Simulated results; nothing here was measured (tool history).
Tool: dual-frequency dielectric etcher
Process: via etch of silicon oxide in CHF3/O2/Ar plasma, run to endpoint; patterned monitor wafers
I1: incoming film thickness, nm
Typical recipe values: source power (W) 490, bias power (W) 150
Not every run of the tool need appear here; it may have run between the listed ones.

Run 1, day 0: usual settings but source power (W) 560; I1 427.8. Result: endpoint time (s) 251.2.
Run 2, day 3.629: usual settings but source power (W) 560; I1 425.7. Result: endpoint time (s) 247.9.
Run 3, day 5.192: usual settings but source power (W) 560; I1 424.2. Result: endpoint time (s) 248.5.
Run 4, day 9.2: usual settings but bias power (W) 161; I1 428.2. Result: endpoint time (s) 254.4.
Run 5, day 13.092: usual settings but bias power (W) 161; I1 427.9. Result: endpoint time (s) 254.1.
At day 15.329: wet clean of the chamber.
Run 6, day 17.279: usual settings; I1 427.3. Result: endpoint time (s) 261.7.
Run 7, day 19.958: usual settings; I1 428.2. Result: endpoint time (s) 262.
Run 8, day 23.758: usual settings; I1 429.1. Result: endpoint time (s) 260.
Run 9, day 25.35: usual settings; I1 430.9. Result: endpoint time (s) 262.3.
Run 10, day 29.312: usual settings; I1 427.4. Result: endpoint time (s) 258.6.
Run 11, day 30.925: usual settings; I1 426.4. Result: endpoint time (s) 257.5.
At day 32.567: upper electrode replaced.
Run 12, day 35.242: usual settings but bias power (W) 164; I1 425.6. Result: endpoint time (s) 249.7.
At day 40.117: wet clean of the chamber.
Run 13, day 40.138: usual settings but bias power (W) 164; I1 429.8. Result: endpoint time (s) 258.2.
Run 14, day 41.033: usual settings but bias power (W) 164; I1 421.7. Result: endpoint time (s) 252.4.
Run 15, day 44.883: usual settings but source power (W) 450; I1 423.9. Result: endpoint time (s) 268.
Run 16, day 48.4: usual settings but source power (W) 450; I1 429. Result: endpoint time (s) 270.2.
Run 17, day 51.792: usual settings but source power (W) 450; I1 430.8. Result: endpoint time (s) 270.4.
Run 18, day 56.008: usual settings but bias power (W) 117; I1 429.9. Result: endpoint time (s) 277.4.
Run 19, day 57.654: usual settings but source power (W) 420; I1 425.6. Result: endpoint time (s) 270.4.
At day 59.3: wet clean of the chamber.
Run 20, day 61.1: usual settings but source power (W) 590, bias power (W) 173; I1 431.5. Result: endpoint time (s) 239.2.
Run 21, day 63.2: usual settings but bias power (W) 161; I1 422.7. Result: endpoint time (s) 256.
At day 65.021: bias power generator calibrated.
Run 22, day 66.288: usual settings but source power (W) 570, bias power (W) 121; I1 426.9. Result: endpoint time (s) 263.8.
Run 23, day 67.988: usual settings; I1 426.2. Result: endpoint time (s) 261.6.
At day 68.758: source power generator calibrated.
Run 24, day 71.117: usual settings but source power (W) 440, bias power (W) 181; I1 426.6. Result: endpoint time (s) 252.
Run 25, day 73.129: usual settings; I1 427.8. Result: endpoint time (s) 257.2.
Run 26, day 75.592: usual settings; I1 427.4. Result: endpoint time (s) 255.1.
Run 27, day 79.6: usual settings but source power (W) 430, bias power (W) 119; I1 430.8. Result: endpoint time (s) 284.4.
At day 80.733: wet clean of the chamber.
Run 28, day 82.55: usual settings but source power (W) 550; I1 425.4. Result: endpoint time (s) 248.3.
Run 29, day 86.333: usual settings; I1 429.1. Result: endpoint time (s) 258.9.
Run 30, day 89.038: usual settings but source power (W) 420, bias power (W) 166; I1 425.1. Result: endpoint time (s) 263.3.
Run 31, day 91.833: usual settings but source power (W) 390, bias power (W) 118; I1 424.9. Result: endpoint time (s) 293.9.
Run 32, day 94.7: usual settings but source power (W) 530, bias power (W) 122; I1 429. Result: endpoint time (s) 265.2.
Run 33, day 97.283: usual settings but bias power (W) 139; I1 426.1. Result: endpoint time (s) 259.6.
Run 34, day 98.95: usual settings but source power (W) 400, bias power (W) 140; I1 424.3. Result: endpoint time (s) 276.3.
At day 101.029: wet clean of the chamber.
Run 35, day 101.967: usual settings but source power (W) 560, bias power (W) 168; I1 426.3. Result: endpoint time (s) 239.3.

Hidden state, per run?
bias power that arrives over what is set, %: 0 across all the runs
H1: etch rate over this chamber's usual, %
H2: source power that arrives over what is set, %
run        H1        H2
  1   -0.0939        -3
  2     0.298      -3.1
  3     0.467     -3.14
  4       0.9     -3.25
  5      1.32     -3.36
  6     0.151     -3.47
  7      0.44     -3.54
  8      0.85     -3.65
  9      1.02     -3.69
 10      1.45      -3.8
 11      1.62     -3.84
 12      2.09     -3.96
 13    -0.235     -4.09
 14    -0.139     -4.11
 15     0.277     -4.22
 16     0.657     -4.31
 17      1.02     -4.41
 18      1.48     -4.52
 19      1.66     -4.56
 20    -0.381     -4.66
 21    -0.154     -4.71
 22     0.179      -4.8
 23     0.363     -4.84
 24     0.701     0.114
 25     0.918    0.0594
 26      1.18  -0.00726
 27      1.62    -0.116
 28  -0.00481    -0.196
 29     0.404    -0.298
 30     0.696    -0.371
 31     0.998    -0.447
 32      1.31    -0.525
 33      1.59    -0.595
 34      1.77     -0.64
 35     0.219    -0.721
